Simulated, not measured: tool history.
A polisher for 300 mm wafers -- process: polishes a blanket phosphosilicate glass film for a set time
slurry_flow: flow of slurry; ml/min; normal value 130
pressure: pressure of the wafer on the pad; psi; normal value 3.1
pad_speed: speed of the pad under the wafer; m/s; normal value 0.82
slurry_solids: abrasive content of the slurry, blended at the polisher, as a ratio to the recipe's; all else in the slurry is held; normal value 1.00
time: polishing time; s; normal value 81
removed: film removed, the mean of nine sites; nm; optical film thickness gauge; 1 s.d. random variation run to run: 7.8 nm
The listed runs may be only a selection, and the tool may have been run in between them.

run	day	slurry_flow	pressure	pad_speed	slurry_solids	time	wafers since the last listed run	wafers polished on this pad	hours since the slurry nozzle was cleaned	hours since the head pressure was calibrated	hours since the slurry blender was calibrated	hours since the conditioning disc was replaced	incoming thickness of the incoming film, nm	removed
1	0.000	130	3.1	0.82	1.00	81	0	195	13.3	623.5	317.4	613.8	3983.3	563.9
# day 0.388: slurry blender recalibrated
# day 0.629: conditioning disc replaced and pad reconditioned
2	1.304	130	3.1	0.82	1.00	81	223	419	44.6	654.8	22.0	16.2	4020.1	596.3
3	2.333	130	3.1	0.82	1.00	81	202	621	69.3	679.5	46.7	40.9	3891.4	608.2
4	4.083	130	3.1	0.82	1.00	81	343	964	111.3	721.5	88.7	82.9	3952.6	589.8
5	6.688	130	3.1	0.82	1.00	81	511	1476	173.8	784.0	151.2	145.4	3945.9	564.7
6	8.904	130	3.1	0.82	1.00	81	435	1911	227.0	837.2	204.4	198.6	3937.8	553.4
7	11.038	130	3.1	0.82	1.00	81	419	2330	278.2	888.4	255.6	249.8	4038.0	540.9
# day 12.025: slurry blender recalibrated
# day 12.796: worn pad replaced by a new one
8	13.692	130	3.6	0.68	0.85	81	472	175	341.9	952.1	40.0	313.5	3948.4	508.0
# day 14.288: slurry nozzle cleaned
9	17.104	130	3.1	1.10	1.00	81	662	837	67.6	1034.0	121.9	395.4	3944.5	714.1
10	19.238	130	3.1	0.82	1.00	81	419	1257	118.8	1085.2	173.1	446.6	3954.9	569.5
# day 19.704: head pressure recalibrated
11	20.967	130	4.2	0.58	0.85	69	323	1580	160.3	30.3	214.6	488.1	3961.0	436.8
12	22.600	130	4.1	0.82	1.00	81	320	1901	199.5	69.5	253.8	527.3	4021.3	689.3
# day 23.450: slurry blender recalibrated
# day 24.392: conditioning disc replaced and pad reconditioned
13	24.462	130	3.1	0.82	1.00	81	333	2234	244.2	114.2	24.3	1.7	3968.5	577.5
# day 25.558: worn pad replaced by a new one
14	27.321	130	3.1	0.82	0.90	73	528	346	312.8	182.8	92.9	70.3	3961.5	471.4
15	28.512	130	3.1	0.82	1.25	61	234	580	341.4	211.4	121.5	98.9	3965.6	491.6
# day 29.675: slurry nozzle cleaned
16	30.746	95	3.1	0.82	1.00	81	430	1010	25.7	265.0	175.1	152.5	3972.6	556.0
17	32.629	150	2.7	0.82	0.80	81	369	1380	70.9	310.2	220.3	197.7	3889.1	447.7
18	35.562	130	3.1	0.82	0.90	58	576	1957	141.3	380.6	290.7	268.1	3958.5	359.3
# day 36.308: slurry blender recalibrated
# day 37.217: worn pad replaced by a new one
19	37.700	130	3.1	0.82	1.00	81	370	94	192.6	431.9	33.4	319.4	3951.9	569.8
20	38.729	130	3.1	0.82	1.00	81	202	297	217.3	456.6	58.1	344.1	3977.3	565.7
21	40.721	160	3.1	0.82	0.80	81	391	688	265.1	504.4	105.9	391.9	4019.6	489.9
22	41.767	130	3.8	0.98	1.15	104	205	893	290.2	529.5	131.0	417.0	3965.5	1018.2
23	43.654	130	2.5	1.06	1.10	81	370	1264	335.5	574.8	176.3	462.3	4019.8	601.5
24	45.142	130	3.1	0.82	1.00	81	292	1556	371.2	610.5	212.0	498.0	3979.6	547.7
# day 46.142: slurry nozzle cleaned
25	46.192	95	3.7	0.64	0.80	81	198	1754	1.2	635.7	237.2	523.2	3984.8	444.8

Measured less the same run without the tool's hidden state. The same run-to-run variation is in both; the gauge's scatter may not be:
The tool's hidden condition here consists of: removal rate lost through wear of the pad, %; slurry flow missing at the pad, %; deviation of the head's pressure from its setpoint, %; abrasive missing from the slurry, %; time polished since the conditioner stopped cutting, s.
run	removed
1	-61.6
2	-22.6
3	-31.1
4	-43.1
5	-59.4
6	-74.1
7	-89.0
8	-56.1
9	-40.9
10	-51.6
11	-54.7
12	-100.6
13	-52.3
14	-49.9
15	-54.1
16	-24.3
17	-36.6
18	-52.2
19	-51.3
20	-54.6
21	-50.2
22	-117.3
23	-79.3
24	-82.5
25	-36.4
